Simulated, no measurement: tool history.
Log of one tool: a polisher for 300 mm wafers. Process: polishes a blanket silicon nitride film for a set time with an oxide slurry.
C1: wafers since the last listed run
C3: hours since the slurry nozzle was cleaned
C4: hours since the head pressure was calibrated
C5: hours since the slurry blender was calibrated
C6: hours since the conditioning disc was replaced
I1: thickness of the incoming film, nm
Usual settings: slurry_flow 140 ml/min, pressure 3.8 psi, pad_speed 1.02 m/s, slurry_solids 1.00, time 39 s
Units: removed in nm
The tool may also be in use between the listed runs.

run 1 day=0.000 | slurry_flow=140 pressure=3.8 pad_speed=1.02 slurry_solids=1.25 time=39 | C1=0 wafers_polished_on_this_pad=488 C3=10.2 C4=865.3 C5=142.9 C6=339.0 | I1=604.4 | removed=24.1
run 2 day=0.296 | slurry_flow=140 pressure=3.8 pad_speed=1.02 slurry_solids=1.00 time=31 | C1=84 wafers_polished_on_this_pad=572 C3=17.3 C4=872.4 C5=150.0 C6=346.1 | I1=603.1 | removed=18.1
run 3 day=0.754 | slurry_flow=140 pressure=3.8 pad_speed=1.02 slurry_solids=1.00 time=35 | C1=130 wafers_polished_on_this_pad=703 C3=28.3 C4=883.4 C5=161.0 C6=357.1 | I1=615.6 | removed=20.3
run 4 day=1.462 | slurry_flow=140 pressure=3.8 pad_speed=1.02 slurry_solids=1.00 time=35 | C1=201 wafers_polished_on_this_pad=904 C3=45.3 C4=900.4 C5=178.0 C6=374.1 | I1=607.3 | removed=20.0
run 5 day=1.988 | slurry_flow=140 pressure=3.8 pad_speed=1.02 slurry_solids=1.00 time=44 | C1=149 wafers_polished_on_this_pad=1053 C3=57.9 C4=913.0 C5=190.6 C6=386.7 | I1=621.0 | removed=24.9
-- day=2.192 worn pad replaced by a new one
-- day=2.592 head pressure recalibrated
run 6 day=2.612 | slurry_flow=140 pressure=2.9 pad_speed=1.02 slurry_solids=1.15 time=39 | C1=106 wafers_polished_on_this_pad=95 C3=72.9 C4=0.5 C5=205.6 C6=401.7 | I1=616.3 | removed=18.1
run 7 day=3.088 | slurry_flow=185 pressure=4.3 pad_speed=1.02 slurry_solids=1.30 time=45 | C1=135 wafers_polished_on_this_pad=230 C3=84.3 C4=11.9 C5=217.0 C6=413.1 | I1=608.0 | removed=32.9
run 8 day=3.438 | slurry_flow=170 pressure=3.2 pad_speed=1.02 slurry_solids=0.70 time=53 | C1=99 wafers_polished_on_this_pad=330 C3=92.7 C4=20.3 C5=225.4 C6=421.5 | I1=604.5 | removed=23.4
run 9 day=3.950 | slurry_flow=140 pressure=3.8 pad_speed=1.02 slurry_solids=1.00 time=39 | C1=145 wafers_polished_on_this_pad=475 C3=105.0 C4=32.6 C5=237.7 C6=433.8 | I1=608.4 | removed=22.4
run 10 day=4.488 | slurry_flow=185 pressure=4.3 pad_speed=1.02 slurry_solids=1.30 time=45 | C1=152 wafers_polished_on_this_pad=628 C3=117.9 C4=45.5 C5=250.6 C6=446.7 | I1=610.1 | removed=33.4
run 11 day=4.854 | slurry_flow=165 pressure=3.8 pad_speed=1.02 slurry_solids=1.00 time=32 | C1=104 wafers_polished_on_this_pad=732 C3=126.7 C4=54.3 C5=259.4 C6=455.5 | I1=605.4 | removed=18.9
-- day=5.100 conditioning disc replaced and pad reconditioned
-- day=5.200 slurry blender recalibrated
run 12 day=5.562 | slurry_flow=125 pressure=3.8 pad_speed=0.84 slurry_solids=1.20 time=28 | C1=153 wafers_polished_on_this_pad=886 C3=143.7 C4=71.3 C5=8.7 C6=11.1 | I1=612.2 | removed=14.6
-- day=6.012 worn pad replaced by a new one
run 13 day=6.108 | slurry_flow=140 pressure=3.8 pad_speed=1.02 slurry_solids=1.20 time=39 | C1=107 wafers_polished_on_this_pad=26 C3=156.8 C4=84.4 C5=21.8 C6=24.2 | I1=619.1 | removed=23.8
run 14 day=6.525 | slurry_flow=140 pressure=3.8 pad_speed=1.02 slurry_solids=1.00 time=39 | C1=118 wafers_polished_on_this_pad=145 C3=166.8 C4=94.4 C5=31.8 C6=34.2 | I1=601.6 | removed=22.6
run 15 day=6.962 | slurry_flow=140 pressure=4.6 pad_speed=1.02 slurry_solids=0.75 time=45 | C1=124 wafers_polished_on_this_pad=269 C3=177.3 C4=104.9 C5=42.3 C6=44.7 | I1=596.8 | removed=28.6
run 16 day=7.254 | slurry_flow=140 pressure=3.8 pad_speed=1.02 slurry_solids=1.00 time=43 | C1=82 wafers_polished_on_this_pad=352 C3=184.3 C4=111.9 C5=49.3 C6=51.7 | I1=609.4 | removed=25.0
run 17 day=7.988 | slurry_flow=140 pressure=4.5 pad_speed=1.02 slurry_solids=1.00 time=39 | C1=208 wafers_polished_on_this_pad=560 C3=201.9 C4=129.5 C5=66.9 C6=69.3 | I1=607.1 | removed=26.9
run 18 day=8.488 | slurry_flow=160 pressure=4.3 pad_speed=1.26 slurry_solids=1.00 time=39 | C1=142 wafers_polished_on_this_pad=703 C3=213.9 C4=141.5 C5=78.9 C6=81.3 | I1=615.7 | removed=30.4
run 19 day=9.071 | slurry_flow=140 pressure=3.8 pad_speed=0.88 slurry_solids=1.00 time=39 | C1=165 wafers_polished_on_this_pad=868 C3=227.9 C4=155.5 C5=92.9 C6=95.3 | I1=610.9 | removed=19.8
run 20 day=9.767 | slurry_flow=140 pressure=3.8 pad_speed=1.34 slurry_solids=1.00 time=39 | C1=197 wafers_polished_on_this_pad=1066 C3=244.6 C4=172.2 C5=109.6 C6=112.0 | I1=601.5 | removed=27.6
run 21 day=10.312 | slurry_flow=140 pressure=3.3 pad_speed=1.02 slurry_solids=1.00 time=39 | C1=155 wafers_polished_on_this_pad=1221 C3=257.7 C4=185.3 C5=122.7 C6=125.1 | I1=599.1 | removed=19.7
-- day=10.592 worn pad replaced by a new one
run 22 day=10.962 | slurry_flow=115 pressure=3.8 pad_speed=1.26 slurry_solids=1.00 time=50 | C1=137 wafers_polished_on_this_pad=105 C3=273.3 C4=200.9 C5=138.3 C6=140.7 | I1=600.0 | removed=33.6
run 23 day=11.317 | slurry_flow=140 pressure=3.8 pad_speed=1.02 slurry_solids=1.00 time=39 | C1=100 wafers_polished_on_this_pad=205 C3=281.8 C4=209.4 C5=146.8 C6=149.2 | I1=608.4 | removed=22.4
run 24 day=11.775 | slurry_flow=110 pressure=3.8 pad_speed=1.02 slurry_solids=1.00 time=39 | C1=130 wafers_polished_on_this_pad=335 C3=292.8 C4=220.4 C5=157.8 C6=160.2 | I1=614.6 | removed=21.9
run 25 day=12.054 | slurry_flow=115 pressure=3.8 pad_speed=1.26 slurry_solids=1.00 time=50 | C1=79 wafers_polished_on_this_pad=415 C3=299.5 C4=227.1 C5=164.5 C6=166.9 | I1=608.0 | removed=33.1
run 26 day=12.750 | slurry_flow=110 pressure=3.8 pad_speed=1.34 slurry_solids=1.00 time=39 | C1=197 wafers_polished_on_this_pad=613 C3=316.2 C4=243.8 C5=181.2 C6=183.6 | I1=600.7 | removed=27.0
run 27 day=13.317 | slurry_flow=140 pressure=3.8 pad_speed=1.02 slurry_solids=1.20 time=39 | C1=161 wafers_polished_on_this_pad=774 C3=329.8 C4=257.4 C5=194.8 C6=197.2 | I1=608.8 | removed=24.4

Hidden state at the last listed run before each entry between runs and at the first one after, where it differs:
Between runs 5 and 6: worn pad replaced by a new one (day 2.192); head pressure recalibrated (day 2.592)
  no hidden state differs between the two runs
Between runs 11 and 12: conditioning disc replaced and pad reconditioned (day 5.100); slurry blender recalibrated (day 5.200)
  no hidden state differs between the two runs
Between runs 12 and 13: worn pad replaced by a new one (day 6.012)
  no hidden state differs between the two runs
Between runs 21 and 22: worn pad replaced by a new one (day 10.592)
  no hidden state differs between the two runs
